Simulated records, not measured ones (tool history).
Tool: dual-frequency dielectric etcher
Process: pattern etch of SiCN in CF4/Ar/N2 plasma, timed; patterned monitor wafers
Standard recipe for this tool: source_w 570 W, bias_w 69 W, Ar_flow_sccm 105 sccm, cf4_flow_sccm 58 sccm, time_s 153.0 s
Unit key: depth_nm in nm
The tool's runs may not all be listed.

run,hour,source_w,bias_w,Ar_flow_sccm,cf4_flow_sccm,time_s,wafers since the last listed run,hours since the last wet clean,hours since the last source power generator calibration,hours since the last bias power generator calibration,hours since the last Ar flow controller change,hours since the last CF4 flow controller change,hours since the last upper electrode change,hours since the gauge calibration,"read-back reference wafer on the same gauge, depth_nm",depth_nm
1,0.0,570,69,105,58,153.0,0,26.0,1472.7,3938.9,59.5,3554.8,2964.6,55.4,152.9,160.1
# hour 12.1: bias power generator calibrated
# hour 42.6: upper electrode replaced
2,43.1,570,69,105,67,153.0,101,69.1,1515.8,31.0,102.6,3597.9,0.5,98.5,153.0,163.2
3,57.9,570,69,105,67,153.0,99,83.9,1530.6,45.8,117.4,3612.7,15.3,113.3,153.0,163.4
4,78.9,640,83,105,58,188.5,140,104.9,1551.6,66.8,138.4,3633.7,36.3,134.3,153.0,231.3
5,98.8,610,69,105,53,153.0,133,124.8,1571.5,86.7,158.3,3653.6,56.2,154.2,153.1,166.8
6,127.4,570,69,105,58,153.0,191,153.4,1600.1,115.3,186.9,3682.2,84.8,182.8,152.9,158.4
7,141.1,640,69,105,58,153.0,91,167.1,1613.8,129.0,200.6,3695.9,98.5,196.5,152.8,174.8
# hour 148.2: source power generator calibrated
# hour 164.1: CF4 flow controller replaced
8,172.8,630,69,105,58,153.0,145,198.8,24.6,160.7,232.3,8.7,130.2,228.2,153.0,180.1
9,197.6,570,69,105,58,153.0,166,223.6,49.4,185.5,257.1,33.5,155.0,253.0,152.8,165.0
10,231.7,570,52,105,58,153.0,228,257.7,83.5,219.6,291.2,67.6,189.1,287.1,153.1,151.5
11,256.9,570,69,105,58,153.0,169,282.9,108.7,244.8,316.4,92.8,214.3,312.3,153.1,165.0
12,279.0,570,86,105,58,153.0,148,305.0,130.8,266.9,338.5,114.9,236.4,334.4,153.0,175.3
13,312.7,650,69,105,58,153.0,226,338.7,164.5,300.6,372.2,148.6,270.1,368.1,153.0,183.9
14,327.1,570,69,105,58,115.0,96,353.1,178.9,315.0,386.6,163.0,284.5,382.5,152.9,122.1
15,351.4,440,69,105,58,114.0,163,377.4,203.2,339.3,410.9,187.3,308.8,406.8,152.9,97.1
16,387.0,530,62,130,58,153.0,238,413.0,238.8,374.9,446.5,222.9,344.4,442.4,152.9,140.7
17,410.4,570,69,105,58,153.0,157,436.4,262.2,398.3,469.9,246.3,367.8,465.8,153.0,162.6
18,422.7,570,69,105,67,153.0,82,448.7,274.5,410.6,482.2,258.6,380.1,478.1,153.0,165.0
19,439.1,640,69,105,48,186.0,110,465.1,290.9,427.0,498.6,275.0,396.5,494.5,153.0,210.6
20,454.6,650,69,119,58,179.5,104,480.6,306.4,442.5,514.1,290.5,412.0,510.0,152.8,206.9

The logged runs with the hidden state left out (each run's random variation unchanged):
Hidden state present: etch rate over this chamber's usual, %; source power that arrives over what is set, %; bias power that arrives over what is set, %; Ar flow that arrives over what is set, %; CF4 flow that arrives over what is set, %; gauge reads high (%).
run,depth_nm
1,165.3
2,169.4
3,169.9
4,241.1
5,174.3
6,166.1
7,183.6
8,181.6
9,166.6
10,153.4
11,167.4
12,178.1
13,187.3
14,124.5
15,99.2
16,144.1
17,166.8
18,169.5
19,216.6
20,213.1
